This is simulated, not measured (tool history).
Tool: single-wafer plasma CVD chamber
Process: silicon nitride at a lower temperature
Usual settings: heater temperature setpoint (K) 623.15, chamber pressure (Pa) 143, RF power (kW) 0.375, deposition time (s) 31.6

run	day	heater temperature setpoint (K)	chamber pressure (Pa)	RF power (kW)	deposition time (s)	wafers since the last listed run	hours since the last thermocouple change	hours since the last RF generator calibration	hours since the last manometer calibration	hours since the showerhead was replaced	hours since the gauge calibration	read-back reference wafer on the same gauge, thickness_nm	mean film thickness on the monitor wafer (Å)
1	0.000	623.15	143	0.375	28.6	0	1036.2	649.0	2479.5	3487.6	307.8	38.357	324.23
# day 0.683: gauge calibrated
2	1.488	623.15	143	0.375	28.6	822	1071.9	684.7	2515.2	3523.3	19.3	38.387	324.76
3	2.458	623.15	143	0.375	28.6	537	1095.2	708.0	2538.5	3546.6	42.6	38.410	321.16
4	3.096	623.15	143	0.375	31.6	352	1110.5	723.3	2553.8	3561.9	57.9	38.436	355.39
5	4.388	623.15	143	0.375	31.6	714	1141.5	754.3	2584.8	3592.9	88.9	38.383	356.91
6	5.688	623.15	143	0.375	31.6	719	1172.7	785.5	2616.0	3624.1	120.1	38.368	356.90
7	6.692	623.15	143	0.375	31.6	555	1196.8	809.6	2640.1	3648.2	144.2	38.401	353.38
8	7.967	623.15	143	0.375	31.6	705	1227.4	840.2	2670.7	3678.8	174.8	38.420	354.40
9	9.017	623.15	143	0.375	31.6	580	1252.6	865.4	2695.9	3704.0	200.0	38.484	351.30
10	9.871	623.15	143	0.375	31.6	472	1273.1	885.9	2716.4	3724.5	220.5	38.419	351.44
# day 10.400: RF generator calibrated
11	10.558	623.15	143	0.375	31.6	195	1289.6	3.8	2732.9	3741.0	237.0	38.362	365.06
12	11.821	623.15	143	0.375	31.6	698	1319.9	34.1	2763.2	3771.3	267.3	38.423	366.23
# day 12.879: capacitance manometer re-zeroed and calibrated
13	12.900	613.15	143	0.335	27.7	412	1345.8	60.0	0.5	3797.2	293.2	38.401	287.60
# day 15.479: showerhead replaced
14	17.054	623.15	143	0.375	28.6	2113	1445.5	159.7	100.2	37.8	392.9	38.368	333.01
# day 18.146: thermocouple changed; heater temperature recalibrated
# day 18.433: gauge calibrated
15	18.517	623.15	143	0.375	31.6	624	8.9	194.8	135.3	72.9	2.0	38.415	366.66
16	19.804	623.15	143	0.375	31.6	712	39.8	225.7	166.2	103.8	32.9	38.356	366.00

Forecast run 17:
17	21.188	608.15	143	0.330	31.6	765	73.0	258.9	199.4	137.0	66.1	?	?

Run 17 gave read-back reference wafer on the same gauge, thickness_nm 38.447, mean film thickness on the monitor wafer (Å) 319.03.
Without the tool's hidden state the same run would have given mean film thickness on the monitor wafer (Å) 321.90.

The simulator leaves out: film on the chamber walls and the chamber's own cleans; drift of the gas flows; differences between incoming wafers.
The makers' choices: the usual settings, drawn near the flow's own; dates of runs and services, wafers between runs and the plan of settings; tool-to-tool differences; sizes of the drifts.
